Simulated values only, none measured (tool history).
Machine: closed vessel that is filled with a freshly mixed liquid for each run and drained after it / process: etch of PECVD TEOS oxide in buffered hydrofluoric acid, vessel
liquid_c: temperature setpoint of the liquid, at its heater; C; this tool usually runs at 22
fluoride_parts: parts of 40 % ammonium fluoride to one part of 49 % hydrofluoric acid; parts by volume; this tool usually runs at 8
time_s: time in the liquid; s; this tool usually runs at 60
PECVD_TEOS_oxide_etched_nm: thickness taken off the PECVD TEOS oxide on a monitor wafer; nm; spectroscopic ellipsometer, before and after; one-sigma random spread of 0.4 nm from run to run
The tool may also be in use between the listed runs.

run   hour  liquid_c  fluoride_parts  time_s  read-back film thickness of the PECVD TEOS oxide reference wafer, read on the same gauge (nm)  PECVD_TEOS_oxide_etched_nm
  1      0        22               8      60                                                                                          70.01                        81.2
  2    8.8        22               8      60                                                                                          69.99                       81.38
  3     16        19               8      60                                                                                          69.98                       68.32
  4     27        22               8      60                                                                                             70                        80.8
  5   77.8        22               8      60                                                                                             70                       80.87
  6   92.2        22               8      60                                                                                             70                       80.18
  7   99.8        22               8      60                                                                                          69.98                       81.13
       106  -- thermometer replaced
  8  109.6        20               8      75                                                                                             70                       99.58
  9  120.8        20               8      75                                                                                          69.98                      100.48
 10  138.1        22               8      60                                                                                             70                       89.69
 11  153.1        22               8      60                                                                                          69.99                       89.04
 12  164.9        22               9      60                                                                                             70                       78.35
 13  171.6      20.5             5.5      95                                                                                          70.03                      182.82
 14  186.2        22               8      60                                                                                          70.01                       89.05
 15  194.7        22               8      95                                                                                          70.01                      139.94

Forecast run 16:
     205.9  -- hydrofluoric acid flow meter replaced
 16  206.4        26               9      40                                                                                              ?                           ?

Run 16 came out at read-back film thickness of the PECVD TEOS oxide reference wafer, read on the same gauge (nm) 70, PECVD_TEOS_oxide_etched_nm 64.49 nm.
Minus the tool's unlogged condition, the same run would have read PECVD_TEOS_oxide_etched_nm 66.93 nm.

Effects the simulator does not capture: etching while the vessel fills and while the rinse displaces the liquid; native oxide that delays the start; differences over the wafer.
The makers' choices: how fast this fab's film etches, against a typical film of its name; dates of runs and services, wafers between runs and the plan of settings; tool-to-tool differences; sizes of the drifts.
